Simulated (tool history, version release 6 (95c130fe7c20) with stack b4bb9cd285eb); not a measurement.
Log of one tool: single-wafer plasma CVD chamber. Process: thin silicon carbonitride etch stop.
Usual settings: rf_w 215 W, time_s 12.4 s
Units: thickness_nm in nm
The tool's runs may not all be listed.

run,day,rf_w,time_s,wafers since the last listed run,hours since the last thermocouple change,hours since the last RF generator calibration,hours since the showerhead was replaced,hours since the gauge calibration,"read-back reference wafer on the same gauge, thickness_nm",thickness_nm
1,0,215,12.4,0,1152.1,2189.3,5617.5,467.4,5.74,6.874
2,0.296,215,12.4,203,1159.2,2196.4,5624.6,474.5,5.749,6.884
3,0.767,215,12.4,323,1170.5,2207.7,5635.9,485.8,5.746,6.865
4,1.267,215,12.4,343,1182.5,2219.7,5647.9,497.8,5.751,6.881
# day 1.704: RF generator calibrated
5,1.821,200,12.4,151,1195.8,2.8,5661.2,511.1,5.747,6.776
6,2.167,215,12.4,237,1204.1,11.1,5669.5,519.4,5.749,6.865
7,2.45,215,12.4,194,1210.9,17.9,5676.3,526.2,5.756,6.886
8,3,215,12.4,378,1224.1,31.1,5689.5,539.4,5.75,6.863
9,3.454,215,14.2,312,1235,42,5700.4,550.3,5.759,7.883
10,4.2,215,12.4,512,1252.9,59.9,5718.3,568.2,5.758,6.9
11,5.521,215,12.4,907,1284.6,91.6,5750,599.9,5.767,6.873
12,5.846,215,12.4,223,1292.4,99.4,5757.8,607.7,5.765,6.912
13,6.567,175,10.5,495,1309.7,116.7,5775.1,625,5.764,5.567
14,6.888,230,13.2,220,1317.4,124.4,5782.8,632.7,5.763,7.46
15,7.429,235,11.1,372,1330.4,137.4,5795.8,645.7,5.765,6.303
# day 8.725: thermocouple changed; heater temperature recalibrated
# day 8.75: gauge calibrated
16,9.388,255,10.9,1116,15.9,184.4,5842.8,15.3,5.691,6.233
17,9.988,215,12.4,412,30.3,198.8,5857.2,29.7,5.692,6.787
18,10.558,215,12.4,392,44,212.5,5870.9,43.4,5.696,6.821
19,11.054,215,12.4,340,55.9,224.4,5882.8,55.3,5.695,6.798
# day 12.525: showerhead replaced
20,12.546,180,10.8,796,91.7,260.2,0.5,91.1,5.695,5.7
21,12.792,245,11,168,97.6,266.1,6.4,97,5.702,6.239
22,13.179,175,12.4,266,106.9,275.4,15.7,106.3,5.702,6.49
23,13.512,230,12.4,229,114.9,283.4,23.7,114.3,5.704,6.946
24,14.075,215,10.4,386,128.4,296.9,37.2,127.8,5.706,5.703
25,14.479,215,12.4,277,138.1,306.6,46.9,137.5,5.707,6.834
26,14.867,235,10.2,266,147.4,315.9,56.2,146.8,5.709,5.736
27,15.171,235,10.7,209,154.7,323.2,63.5,154.1,5.702,6.029
28,15.525,215,12.4,243,163.2,331.7,72,162.6,5.709,6.838
29,15.817,240,12.4,200,170.2,338.7,79,169.6,5.71,6.995
30,16.183,215,12.4,252,179,347.5,87.8,178.4,5.713,6.814
31,16.454,230,14.1,186,185.5,354,94.3,184.9,5.709,7.895
32,16.879,215,12.4,292,195.7,364.2,104.5,195.1,5.712,6.815
33,17.25,255,13.3,254,204.6,373.1,113.4,204,5.717,7.639
34,17.562,215,13.2,214,212.1,380.6,120.9,211.5,5.716,7.269
35,17.946,215,12.4,263,221.3,389.8,130.1,220.7,5.715,6.834

5 ways to go on from here, each from the tool as it stands after run 35. What would each give?
A,17.962,215,11.2,11,221.7,390.2,130.5,221.1,?,?
B,17.962,250,10.7,11,221.7,390.2,130.5,221.1,?,?
C,17.962,180,14.2,11,221.7,390.2,130.5,221.1,?,?
D,17.962,185,11.4,11,221.7,390.2,130.5,221.1,?,?
E,17.962,235,10.3,11,221.7,390.2,130.5,221.1,?,?

run,"read-back reference wafer on the same gauge, thickness_nm",thickness_nm
A,5.72,6.176
B,5.72,6.117
C,5.72,7.515
D,5.72,6.071
E,5.72,5.801
Without the tool's hidden state the same runs would have given:
run,thickness_nm
A,6.159
B,6.1
C,7.495
D,6.054
E,5.785
